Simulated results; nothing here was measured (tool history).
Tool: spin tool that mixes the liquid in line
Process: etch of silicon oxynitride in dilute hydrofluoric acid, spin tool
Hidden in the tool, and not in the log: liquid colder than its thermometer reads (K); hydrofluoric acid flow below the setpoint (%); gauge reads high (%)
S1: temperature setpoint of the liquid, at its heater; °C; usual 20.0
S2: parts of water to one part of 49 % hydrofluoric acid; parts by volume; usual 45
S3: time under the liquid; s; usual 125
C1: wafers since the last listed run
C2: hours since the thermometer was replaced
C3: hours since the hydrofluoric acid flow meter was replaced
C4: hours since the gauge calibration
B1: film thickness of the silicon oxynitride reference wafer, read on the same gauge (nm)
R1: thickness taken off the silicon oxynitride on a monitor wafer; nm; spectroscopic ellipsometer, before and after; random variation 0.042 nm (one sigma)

run	day	S1	S2	S3	C1	C2	C3	C4	B1	R1
1	0.000	20.0	45	80	0	934.2	834.9	65.7	150.02	3.41
2	1.629	20.0	45	80	314	973.3	874.0	104.8	149.96	3.46
3	3.462	20.0	45	80	354	1017.3	918.0	148.8	149.99	3.47
4	6.038	20.0	40	125	497	1079.1	979.8	210.6	149.98	6.06
5	8.571	20.0	45	125	489	1139.9	1040.6	271.4	150.02	5.41
6	9.625	20.0	45	125	203	1165.2	1065.9	296.7	149.99	5.35
# day 11.058: hydrofluoric acid flow meter replaced
7	11.612	20.0	45	125	376	1212.9	13.3	344.4	149.98	5.40
8	13.233	20.0	45	70	313	1251.8	52.2	383.3	149.99	2.99
# day 14.788: thermometer replaced
9	15.838	20.0	45	70	495	25.2	114.7	445.8	150.00	3.03
10	17.283	20.0	45	125	279	59.9	149.4	480.5	150.01	5.37
11	18.388	22.5	25	125	213	86.4	175.9	507.0	150.02	11.10
12	19.900	20.0	45	125	292	122.7	212.2	543.3	149.97	5.39
13	21.575	17.0	60	125	323	162.9	252.4	583.5	149.99	3.44
14	23.238	18.5	45	105	321	202.8	292.3	623.4	150.02	4.24
15	24.767	20.0	30	95	295	239.5	329.0	660.1	149.99	6.19
# day 24.800: gauge calibrated
16	27.175	17.0	45	125	465	297.3	386.8	57.0	150.01	4.56
17	29.483	23.5	30	90	446	352.7	442.2	112.4	150.03	6.99
18	32.179	17.0	65	125	521	417.4	506.9	177.1	150.03	3.22

Forecast each of these 3 alternatives for the next run:
A	32.200	23.0	45	125	4	417.9	507.4	177.6	?	?
B	32.200	24.0	45	125	4	417.9	507.4	177.6	?	?
C	32.200	23.0	25	170	4	417.9	507.4	177.6	?	?

run	B1	R1
A	150.00	6.22
B	150.00	6.54
C	150.00	15.44
Without the tool's hidden state the same runs would have given:
run	R1
A	6.22
B	6.54
C	15.44

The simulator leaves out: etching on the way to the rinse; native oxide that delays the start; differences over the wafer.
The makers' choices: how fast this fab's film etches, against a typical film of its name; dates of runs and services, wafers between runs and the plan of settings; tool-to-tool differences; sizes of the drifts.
